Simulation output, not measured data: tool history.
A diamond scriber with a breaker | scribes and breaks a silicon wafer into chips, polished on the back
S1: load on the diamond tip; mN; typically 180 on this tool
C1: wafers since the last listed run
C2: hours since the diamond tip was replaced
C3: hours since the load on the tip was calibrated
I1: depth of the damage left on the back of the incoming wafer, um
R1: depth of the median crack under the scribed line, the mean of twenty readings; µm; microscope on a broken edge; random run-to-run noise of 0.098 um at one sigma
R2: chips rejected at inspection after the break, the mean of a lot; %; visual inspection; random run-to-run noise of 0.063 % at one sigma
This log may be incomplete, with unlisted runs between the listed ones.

Run 1, day 0.000: usual settings; C1 0; C2 782.9; C3 642.5; I1 0.03. Result: R1 9.19 µm, R2 14.16 %.
Run 2, day 0.350: usual settings; C1 21; C2 791.3; C3 650.9; I1 0.05. Result: R1 9.04 µm, R2 14.79 %.
Run 3, day 1.004: usual settings; C1 40; C2 807.0; C3 666.6; I1 0.03. Result: R1 8.89 µm, R2 16.80 %.
Run 4, day 1.683: usual settings; C1 42; C2 823.3; C3 682.9; I1 0.04. Result: R1 8.99 µm, R2 17.43 %.
Run 5, day 2.367: usual settings; C1 42; C2 839.7; C3 699.3; I1 0.03. Result: R1 8.88 µm, R2 19.60 %.
At day 2.912: diamond tip replaced by a new one.
Run 6, day 2.933: usual settings but S1 141 mN; C1 29; C2 0.5; C3 712.9; I1 0.04. Result: R1 8.97 µm, R2 19.19 %.
Run 7, day 3.200: usual settings but S1 141 mN; C1 16; C2 6.9; C3 719.3; I1 0.04. Result: R1 8.87 µm, R2 19.71 %.
Run 8, day 5.050: usual settings but S1 168 mN; C1 114; C2 51.3; C3 763.7; I1 0.05. Result: R1 10.44 µm, R2 3.73 %.
Run 9, day 5.412: usual settings but S1 224 mN; C1 22; C2 60.0; C3 772.4; I1 0.04. Result: R1 13.25 µm, R2 7.93 %.
Run 10, day 6.129: usual settings but S1 153 mN; C1 44; C2 77.2; C3 789.6; I1 0.04. Result: R1 9.51 µm, R2 9.85 %.
Run 11, day 6.671: usual settings but S1 214 mN; C1 33; C2 90.2; C3 802.6; I1 0.02. Result: R1 12.73 µm, R2 5.62 %.
At day 6.917: load on the tip recalibrated.
Run 12, day 7.158: usual settings but S1 162 mN; C1 25; C2 101.9; C3 5.8; I1 0.03. Result: R1 9.95 µm, R2 6.30 %.
Run 13, day 7.475: usual settings; C1 19; C2 109.5; C3 13.4; I1 0.03. Result: R1 10.97 µm, R2 1.65 %.
Run 14, day 8.171: usual settings but S1 229 mN; C1 43; C2 126.2; C3 30.1; I1 0.04. Result: R1 13.36 µm, R2 9.64 %.
Run 15, day 8.517: usual settings but S1 158 mN; C1 21; C2 134.5; C3 38.4; I1 0.03. Result: R1 9.78 µm, R2 8.10 %.
Run 16, day 8.850: usual settings but S1 128 mN; C1 20; C2 142.5; C3 46.4; I1 0.04. Result: R1 8.07 µm, R2 33.98 %.

What the log doesn't show, run by run:
deviation of the load on the tip from its setpoint, %: 0, the same for each run
H1: share of the diamond tip's cutting effectiveness lost through wear, %
run    H1
  1  27.6
  2  28.2
  3  29.2
  4  30.4
  5  31.5
  6   4.4
  7   4.4
  8  4.51
  9  4.55
 10  4.65
 11  4.75
 12  4.84
 13  4.91
 14  5.08
 15  5.17
 16  5.26
